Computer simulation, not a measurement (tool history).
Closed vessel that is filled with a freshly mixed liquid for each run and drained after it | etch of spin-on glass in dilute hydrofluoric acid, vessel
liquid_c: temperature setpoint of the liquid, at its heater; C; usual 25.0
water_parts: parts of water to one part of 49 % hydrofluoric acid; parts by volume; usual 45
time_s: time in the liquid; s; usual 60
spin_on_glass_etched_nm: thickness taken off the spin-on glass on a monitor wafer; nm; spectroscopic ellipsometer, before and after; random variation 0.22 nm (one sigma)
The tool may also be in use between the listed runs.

run	hour	liquid_c	water_parts	time_s	wafers since the last listed run	hours since the thermometer was replaced	hours since the hydrofluoric acid flow meter was replaced	hours since the gauge calibration	read-back film thickness of the spin-on glass reference wafer, read on the same gauge (nm)	spin_on_glass_etched_nm
1	0.0	25.0	35	60	0	1147.0	1264.3	1275.5	39.97	72.86
2	68.1	25.0	45	60	4731	1215.1	1332.4	1343.6	39.94	56.14
3	185.7	25.0	45	60	8171	1332.7	1450.0	1461.2	40.01	55.81
4	236.5	25.0	45	60	3529	1383.5	1500.8	1512.0	39.98	56.20
5	304.9	25.0	45	60	4752	1451.9	1569.2	1580.4	39.99	56.09
6	359.0	25.0	45	50	3759	1506.0	1623.3	1634.5	39.99	46.88
7	397.0	25.0	45	50	2640	1544.0	1661.3	1672.5	39.99	46.58
# hour 451.0: thermometer replaced
8	453.3	25.0	45	60	3842	2.3	1717.6	1728.8	40.02	56.15
9	483.3	25.0	45	60	2084	32.3	1747.6	1758.8	39.99	56.27
# hour 517.4: gauge calibrated
10	537.7	25.0	55	40	3779	86.7	1802.0	20.3	39.97	30.31
11	584.3	27.0	45	85	3237	133.3	1848.6	66.9	39.98	86.94
12	631.8	23.0	55	50	3300	180.8	1896.1	114.4	39.99	35.07
13	688.8	26.5	60	85	3960	237.8	1953.1	171.4	40.01	62.53
14	755.3	25.0	45	30	4620	304.3	2019.6	237.9	40.01	28.27
# hour 762.9: hydrofluoric acid flow meter replaced
15	894.3	25.0	45	60	9588	443.3	131.4	376.9	40.01	59.55
16	965.0	20.0	45	60	4912	514.0	202.1	447.6	39.97	48.11

The next listed run, before its measurement:
17	1014.8	25.0	45	60	3460	563.8	251.9	497.4	?	?

{"run 17": {"read-back film thickness of the spin-on glass reference wafer, read on the same gauge (nm)": 40.02, "spin_on_glass_etched_nm": 59.63}}
Without the tool's hidden state the same run would have given spin_on_glass_etched_nm 54.35 nm.
